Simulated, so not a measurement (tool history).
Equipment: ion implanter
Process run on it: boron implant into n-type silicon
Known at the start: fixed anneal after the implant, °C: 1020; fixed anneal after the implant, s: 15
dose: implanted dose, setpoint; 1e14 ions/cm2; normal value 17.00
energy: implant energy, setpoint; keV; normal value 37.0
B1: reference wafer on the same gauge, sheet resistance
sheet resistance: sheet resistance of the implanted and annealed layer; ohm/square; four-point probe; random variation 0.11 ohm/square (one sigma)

{"run": 1, "hour": 0.0, "dose": 17.0, "energy": 46.5, "B1": 65.54, "sheet resistance": 73.35}
{"run": 2, "hour": 95.9, "dose": 15.38, "energy": 29.5, "B1": 65.47, "sheet resistance": 82.63}
{"run": 3, "hour": 143.6, "dose": 17.0, "energy": 37.0, "B1": 65.48, "sheet resistance": 74.67}
{"run": 4, "hour": 208.8, "dose": 17.0, "energy": 37.0, "B1": 65.48, "sheet resistance": 74.73}
{"run": 5, "hour": 253.4, "dose": 17.0, "energy": 37.0, "B1": 65.49, "sheet resistance": 74.65}
{"run": 6, "hour": 298.4, "dose": 17.0, "energy": 37.0, "B1": 65.5, "sheet resistance": 74.7}
{"run": 7, "hour": 342.2, "dose": 20.24, "energy": 45.0, "B1": 65.45, "sheet resistance": 63.84}
{"run": 8, "hour": 382.8, "dose": 20.24, "energy": 45.0, "B1": 65.51, "sheet resistance": 63.68}
{"run": 9, "hour": 439.3, "dose": 20.24, "energy": 45.0, "B1": 65.51, "sheet resistance": 63.66}
{"run": 10, "hour": 520.0, "dose": 17.0, "energy": 34.5, "B1": 65.5, "sheet resistance": 75.01}
{"run": 11, "hour": 594.0, "dose": 17.0, "energy": 34.5, "B1": 65.52, "sheet resistance": 75.04}
{"run": 12, "hour": 672.3, "dose": 17.0, "energy": 41.5, "B1": 65.44, "sheet resistance": 73.8}
{"hour": 727.9, "done": "gauge calibrated"}
{"run": 13, "hour": 741.7, "dose": 17.0, "energy": 43.0, "B1": 65.54, "sheet resistance": 73.51}
{"run": 14, "hour": 793.0, "dose": 17.0, "energy": 43.0, "B1": 65.47, "sheet resistance": 73.5}
{"run": 15, "hour": 849.8, "dose": 17.0, "energy": 44.5, "B1": 65.48, "sheet resistance": 73.11}
{"run": 16, "hour": 950.4, "dose": 17.0, "energy": 37.0, "B1": 65.49, "sheet resistance": 74.33}
{"run": 17, "hour": 1025.2, "dose": 17.0, "energy": 37.0, "B1": 65.48, "sheet resistance": 74.53}
{"run": 18, "hour": 1073.0, "dose": 17.0, "energy": 37.0, "B1": 65.51, "sheet resistance": 74.43}
{"hour": 1083.8, "done": "extraction supply calibrated"}
{"run": 19, "hour": 1148.3, "dose": 17.0, "energy": 46.0, "B1": 65.54, "sheet resistance": 72.9}
{"hour": 1193.4, "done": "Faraday cup replaced and dose calibrated"}
{"run": 20, "hour": 1233.0, "dose": 20.27, "energy": 37.0, "B1": 65.44, "sheet resistance": 66.62}
{"run": 21, "hour": 1310.3, "dose": 14.52, "energy": 45.5, "B1": 65.51, "sheet resistance": 85.36}
{"run": 22, "hour": 1387.8, "dose": 11.94, "energy": 37.0, "B1": 65.46, "sheet resistance": 101.45}
{"run": 23, "hour": 1428.4, "dose": 20.84, "energy": 37.0, "B1": 65.5, "sheet resistance": 64.83}
{"run": 24, "hour": 1488.1, "dose": 17.0, "energy": 32.0, "B1": 65.48, "sheet resistance": 76.8}
{"run": 25, "hour": 1584.1, "dose": 20.06, "energy": 43.0, "B1": 65.52, "sheet resistance": 65.47}
{"run": 26, "hour": 1653.6, "dose": 14.91, "energy": 30.5, "B1": 65.47, "sheet resistance": 85.1}
{"run": 27, "hour": 1721.6, "dose": 17.0, "energy": 37.0, "B1": 65.52, "sheet resistance": 75.46}
{"run": 28, "hour": 1785.6, "dose": 17.0, "energy": 37.0, "B1": 65.53, "sheet resistance": 75.32}
{"run": 29, "hour": 1891.6, "dose": 19.2, "energy": 25.0, "B1": 65.51, "sheet resistance": 72.73}

Branching from run 29: 5 alternative next runs. What would each branch give?
{"run": "A", "hour": 1892.0, "dose": 17.0, "energy": 37.0, "B1": "?", "sheet resistance": "?"}
{"run": "B", "hour": 1892.0, "dose": 20.9, "energy": 25.5, "B1": "?", "sheet resistance": "?"}
{"run": "C", "hour": 1892.0, "dose": 14.67, "energy": 31.5, "B1": "?", "sheet resistance": "?"}
{"run": "D", "hour": 1892.0, "dose": 15.57, "energy": 48.0, "B1": "?", "sheet resistance": "?"}
{"run": "E", "hour": 1892.0, "dose": 14.22, "energy": 42.5, "B1": "?", "sheet resistance": "?"}

run=A B1=65.54 sheet_resistance=75.34
run=B B1=65.54 sheet_resistance=68.74
run=C B1=65.54 sheet_resistance=85.86
run=D B1=65.54 sheet_resistance=79.23
run=E B1=65.54 sheet_resistance=86.23
Had the tool no hidden state, the same runs would have come out as:
run=A sheet_resistance=76.19
run=B sheet_resistance=69.34
run=C sheet_resistance=86.84
run=D sheet_resistance=80.19
run=E sheet_resistance=87.26
